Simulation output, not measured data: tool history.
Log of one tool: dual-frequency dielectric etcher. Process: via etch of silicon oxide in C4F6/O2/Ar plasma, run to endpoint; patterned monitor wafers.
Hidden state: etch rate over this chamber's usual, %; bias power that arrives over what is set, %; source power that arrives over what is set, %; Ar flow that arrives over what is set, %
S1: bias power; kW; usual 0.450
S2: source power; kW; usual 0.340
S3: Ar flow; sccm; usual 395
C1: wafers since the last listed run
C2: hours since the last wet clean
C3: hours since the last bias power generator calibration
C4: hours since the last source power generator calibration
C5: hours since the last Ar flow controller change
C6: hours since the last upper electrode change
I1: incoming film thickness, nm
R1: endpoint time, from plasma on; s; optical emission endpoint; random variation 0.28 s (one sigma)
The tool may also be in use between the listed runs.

{"run": 1, "hour": 0.0, "S1": 0.45, "S2": 0.34, "S3": 395, "C1": 0, "C2": 182.9, "C3": 3763.2, "C4": 3265.6, "C5": 4445.9, "C6": 2736.3, "I1": 187.6, "R1": 46.4}
{"run": 2, "hour": 21.6, "S1": 0.45, "S2": 0.34, "S3": 395, "C1": 402, "C2": 204.5, "C3": 3784.8, "C4": 3287.2, "C5": 4467.5, "C6": 2757.9, "I1": 187.3, "R1": 45.9}
{"run": 3, "hour": 38.4, "S1": 0.45, "S2": 0.34, "S3": 395, "C1": 313, "C2": 221.3, "C3": 3801.6, "C4": 3304.0, "C5": 4484.3, "C6": 2774.7, "I1": 189.0, "R1": 46.4}
{"run": 4, "hour": 55.4, "S1": 0.45, "S2": 0.34, "S3": 424, "C1": 316, "C2": 238.3, "C3": 3818.6, "C4": 3321.0, "C5": 4501.3, "C6": 2791.7, "I1": 187.6, "R1": 46.9}
{"run": 5, "hour": 70.7, "S1": 0.45, "S2": 0.34, "S3": 395, "C1": 285, "C2": 253.6, "C3": 3833.9, "C4": 3336.3, "C5": 4516.6, "C6": 2807.0, "I1": 190.2, "R1": 47.1}
{"run": 6, "hour": 81.7, "S1": 0.45, "S2": 0.37, "S3": 395, "C1": 205, "C2": 264.6, "C3": 3844.9, "C4": 3347.3, "C5": 4527.6, "C6": 2818.0, "I1": 188.2, "R1": 45.1}
{"hour": 117.0, "done": "upper electrode replaced"}
{"run": 7, "hour": 117.5, "S1": 0.45, "S2": 0.37, "S3": 395, "C1": 220, "C2": 300.4, "C3": 3880.7, "C4": 3383.1, "C5": 4563.4, "C6": 0.5, "I1": 187.5, "R1": 45.1}
{"run": 8, "hour": 117.8, "S1": 0.45, "S2": 0.37, "S3": 395, "C1": 5, "C2": 300.7, "C3": 3881.0, "C4": 3383.4, "C5": 4563.7, "C6": 0.8, "I1": 189.0, "R1": 45.2}
{"run": 9, "hour": 118.2, "S1": 0.45, "S2": 0.34, "S3": 395, "C1": 7, "C2": 301.1, "C3": 3881.4, "C4": 3383.8, "C5": 4564.1, "C6": 1.2, "I1": 188.1, "R1": 46.8}
{"run": 10, "hour": 130.2, "S1": 0.45, "S2": 0.34, "S3": 395, "C1": 223, "C2": 313.1, "C3": 3893.4, "C4": 3395.8, "C5": 4576.1, "C6": 13.2, "I1": 187.8, "R1": 46.8}
{"run": 11, "hour": 140.2, "S1": 0.45, "S2": 0.34, "S3": 395, "C1": 186, "C2": 323.1, "C3": 3903.4, "C4": 3405.8, "C5": 4586.1, "C6": 23.2, "I1": 189.2, "R1": 47.3}
{"hour": 149.0, "done": "Ar flow controller replaced"}
{"run": 12, "hour": 151.3, "S1": 0.45, "S2": 0.34, "S3": 395, "C1": 95, "C2": 334.2, "C3": 3914.5, "C4": 3416.9, "C5": 2.3, "C6": 34.3, "I1": 189.3, "R1": 47.2}
{"run": 13, "hour": 160.2, "S1": 0.45, "S2": 0.34, "S3": 395, "C1": 165, "C2": 343.1, "C3": 3923.4, "C4": 3425.8, "C5": 11.2, "C6": 43.2, "I1": 189.4, "R1": 47.5}
{"run": 14, "hour": 168.4, "S1": 0.45, "S2": 0.34, "S3": 395, "C1": 152, "C2": 351.3, "C3": 3931.6, "C4": 3434.0, "C5": 19.4, "C6": 51.4, "I1": 189.3, "R1": 48.0}
{"hour": 192.9, "done": "source power generator calibrated"}
{"hour": 198.9, "done": "wet clean of the chamber"}
{"run": 15, "hour": 199.4, "S1": 0.479, "S2": 0.37, "S3": 482, "C1": 392, "C2": 0.5, "C3": 3962.6, "C4": 6.5, "C5": 50.4, "C6": 82.4, "I1": 188.5, "R1": 43.1}
{"run": 16, "hour": 199.7, "S1": 0.528, "S2": 0.29, "S3": 395, "C1": 5, "C2": 0.8, "C3": 3962.9, "C4": 6.8, "C5": 50.7, "C6": 82.7, "I1": 186.9, "R1": 45.5}
{"run": 17, "hour": 200.0, "S1": 0.532, "S2": 0.34, "S3": 395, "C1": 5, "C2": 1.1, "C3": 3963.2, "C4": 7.1, "C5": 51.0, "C6": 83.0, "I1": 188.7, "R1": 42.5}
{"run": 18, "hour": 213.6, "S1": 0.355, "S2": 0.34, "S3": 395, "C1": 253, "C2": 14.7, "C3": 3976.8, "C4": 20.7, "C5": 64.6, "C6": 96.6, "I1": 188.6, "R1": 49.7}
{"hour": 217.6, "done": "bias power generator calibrated"}
{"run": 19, "hour": 229.4, "S1": 0.45, "S2": 0.34, "S3": 395, "C1": 220, "C2": 30.5, "C3": 11.8, "C4": 36.5, "C5": 80.4, "C6": 112.4, "I1": 187.7, "R1": 45.3}
{"run": 20, "hour": 240.6, "S1": 0.45, "S2": 0.34, "S3": 395, "C1": 208, "C2": 41.7, "C3": 23.0, "C4": 47.7, "C5": 91.6, "C6": 123.6, "I1": 188.1, "R1": 45.7}
{"run": 21, "hour": 289.2, "S1": 0.419, "S2": 0.39, "S3": 459, "C1": 906, "C2": 90.3, "C3": 71.6, "C4": 96.3, "C5": 140.2, "C6": 172.2, "I1": 187.3, "R1": 44.7}
{"run": 22, "hour": 307.0, "S1": 0.34, "S2": 0.3, "S3": 432, "C1": 331, "C2": 108.1, "C3": 89.4, "C4": 114.1, "C5": 158.0, "C6": 190.0, "I1": 188.3, "R1": 55.6}
{"run": 23, "hour": 320.1, "S1": 0.526, "S2": 0.34, "S3": 395, "C1": 244, "C2": 121.2, "C3": 102.5, "C4": 127.2, "C5": 171.1, "C6": 203.1, "I1": 190.3, "R1": 43.4}
{"run": 24, "hour": 331.6, "S1": 0.45, "S2": 0.34, "S3": 395, "C1": 214, "C2": 132.7, "C3": 114.0, "C4": 138.7, "C5": 182.6, "C6": 214.6, "I1": 187.7, "R1": 45.8}
{"run": 25, "hour": 348.1, "S1": 0.45, "S2": 0.34, "S3": 395, "C1": 307, "C2": 149.2, "C3": 130.5, "C4": 155.2, "C5": 199.1, "C6": 231.1, "I1": 188.7, "R1": 46.0}
{"run": 26, "hour": 355.2, "S1": 0.45, "S2": 0.34, "S3": 395, "C1": 132, "C2": 156.3, "C3": 137.6, "C4": 162.3, "C5": 206.2, "C6": 238.2, "I1": 188.5, "R1": 46.6}
{"run": 27, "hour": 364.8, "S1": 0.45, "S2": 0.34, "S3": 395, "C1": 178, "C2": 165.9, "C3": 147.2, "C4": 171.9, "C5": 215.8, "C6": 247.8, "I1": 188.0, "R1": 46.5}
{"run": 28, "hour": 374.5, "S1": 0.45, "S2": 0.34, "S3": 462, "C1": 180, "C2": 175.6, "C3": 156.9, "C4": 181.6, "C5": 225.5, "C6": 257.5, "I1": 187.8, "R1": 46.8}
{"run": 29, "hour": 386.0, "S1": 0.348, "S2": 0.39, "S3": 488, "C1": 214, "C2": 187.1, "C3": 168.4, "C4": 193.1, "C5": 237.0, "C6": 269.0, "I1": 188.5, "R1": 49.2}

Forecast each of these 4 alternatives for the next run:
{"run": "A", "hour": 386.4, "S1": 0.558, "S2": 0.34, "S3": 395, "C1": 7, "C2": 187.5, "C3": 168.8, "C4": 193.5, "C5": 237.4, "C6": 269.4, "I1": 190.5, "R1": "?"}
{"run": "B", "hour": 386.4, "S1": 0.45, "S2": 0.34, "S3": 460, "C1": 7, "C2": 187.5, "C3": 168.8, "C4": 193.5, "C5": 237.4, "C6": 269.4, "I1": 190.5, "R1": "?"}
{"run": "C", "hour": 386.4, "S1": 0.529, "S2": 0.4, "S3": 464, "C1": 7, "C2": 187.5, "C3": 168.8, "C4": 193.5, "C5": 237.4, "C6": 269.4, "I1": 190.5, "R1": "?"}
{"run": "D", "hour": 386.4, "S1": 0.503, "S2": 0.34, "S3": 395, "C1": 7, "C2": 187.5, "C3": 168.8, "C4": 193.5, "C5": 237.4, "C6": 269.4, "I1": 190.5, "R1": "?"}

run=A R1=43.5
run=B R1=48.4
run=C R1=41.9
run=D R1=45.3
Without the tool's hidden state the same runs would have given:
run=A R1=42.7
run=B R1=47.5
run=C R1=41.2
run=D R1=44.5
